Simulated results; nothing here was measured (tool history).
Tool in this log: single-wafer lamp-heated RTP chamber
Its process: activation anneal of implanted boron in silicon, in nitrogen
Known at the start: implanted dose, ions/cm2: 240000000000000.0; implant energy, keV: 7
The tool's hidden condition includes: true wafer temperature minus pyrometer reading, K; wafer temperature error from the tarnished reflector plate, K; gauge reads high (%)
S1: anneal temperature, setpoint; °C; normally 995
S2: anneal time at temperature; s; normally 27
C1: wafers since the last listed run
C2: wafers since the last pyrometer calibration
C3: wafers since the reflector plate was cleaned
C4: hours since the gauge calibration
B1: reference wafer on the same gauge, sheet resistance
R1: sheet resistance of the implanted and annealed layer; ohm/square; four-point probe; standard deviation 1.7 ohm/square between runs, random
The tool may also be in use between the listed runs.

{"run": 1, "day": 0.0, "S1": 995, "S2": 21, "C1": 0, "C2": 5116, "C3": 6447, "C4": 90.4, "B1": 410.14, "R1": 432.42}
{"run": 2, "day": 0.729, "S1": 980, "S2": 27, "C1": 195, "C2": 5311, "C3": 6643, "C4": 107.9, "B1": 410.23, "R1": 431.91}
{"run": 3, "day": 1.029, "S1": 995, "S2": 27, "C1": 80, "C2": 5392, "C3": 6723, "C4": 115.1, "B1": 409.83, "R1": 428.76}
{"run": 4, "day": 1.742, "S1": 995, "S2": 37, "C1": 191, "C2": 5583, "C3": 6914, "C4": 132.2, "B1": 409.92, "R1": 427.69}
{"run": 5, "day": 2.175, "S1": 995, "S2": 37, "C1": 116, "C2": 5699, "C3": 7030, "C4": 142.6, "B1": 410.34, "R1": 426.96}
{"run": 6, "day": 2.717, "S1": 995, "S2": 37, "C1": 145, "C2": 5844, "C3": 7176, "C4": 155.6, "B1": 410.1, "R1": 429.44}
{"day": 3.192, "done": "reflector plate cleaned"}
{"run": 7, "day": 3.212, "S1": 1015, "S2": 38, "C1": 43, "C2": 5888, "C3": 6, "C4": 167.5, "B1": 409.9, "R1": 425.07}
{"run": 8, "day": 3.392, "S1": 995, "S2": 27, "C1": 48, "C2": 5936, "C3": 54, "C4": 171.8, "B1": 409.93, "R1": 428.33}
{"day": 3.658, "done": "gauge calibrated"}
{"run": 9, "day": 4.433, "S1": 995, "S2": 27, "C1": 279, "C2": 6215, "C3": 333, "C4": 18.6, "B1": 410.54, "R1": 427.19}
{"run": 10, "day": 5.121, "S1": 965, "S2": 12, "C1": 184, "C2": 6399, "C3": 517, "C4": 35.1, "B1": 410.05, "R1": 452.89}
{"run": 11, "day": 5.771, "S1": 966, "S2": 27, "C1": 174, "C2": 6574, "C3": 692, "C4": 50.7, "B1": 410.18, "R1": 445.16}
{"run": 12, "day": 6.158, "S1": 1011, "S2": 11, "C1": 103, "C2": 6677, "C3": 795, "C4": 60, "B1": 409.91, "R1": 431.72}
{"run": 13, "day": 6.508, "S1": 995, "S2": 27, "C1": 93, "C2": 6771, "C3": 889, "C4": 68.4, "B1": 410.25, "R1": 428.48}
{"day": 7.012, "done": "pyrometer window cleaned and pyrometer calibrated"}
{"run": 14, "day": 7.033, "S1": 970, "S2": 12, "C1": 51, "C2": 5, "C3": 941, "C4": 81, "B1": 410.13, "R1": 445.39}
{"run": 15, "day": 7.129, "S1": 969, "S2": 12, "C1": 25, "C2": 31, "C3": 966, "C4": 83.3, "B1": 409.78, "R1": 446.41}
{"run": 16, "day": 7.792, "S1": 995, "S2": 27, "C1": 177, "C2": 209, "C3": 1144, "C4": 99.2, "B1": 410.03, "R1": 426.19}
{"run": 17, "day": 8.342, "S1": 1015, "S2": 16, "C1": 147, "C2": 356, "C3": 1292, "C4": 112.4, "B1": 410.16, "R1": 426.12}
{"run": 18, "day": 8.808, "S1": 1010, "S2": 32, "C1": 125, "C2": 481, "C3": 1417, "C4": 123.6, "B1": 410.21, "R1": 426.3}
{"run": 19, "day": 9.367, "S1": 967, "S2": 14, "C1": 149, "C2": 631, "C3": 1566, "C4": 137, "B1": 410.16, "R1": 448.07}

Entry by entry between the runs, the difference in hidden state between the last listed run before and the first listed run after:
Runs 6 to 7: reflector plate cleaned (day 3.192)
  no hidden state differs between the two runs
Runs 8 to 9: gauge calibrated (day 3.658)
  no hidden state differs between the two runs
Runs 13 to 14: pyrometer window cleaned and pyrometer calibrated (day 7.012)
  no hidden state differs between the two runs
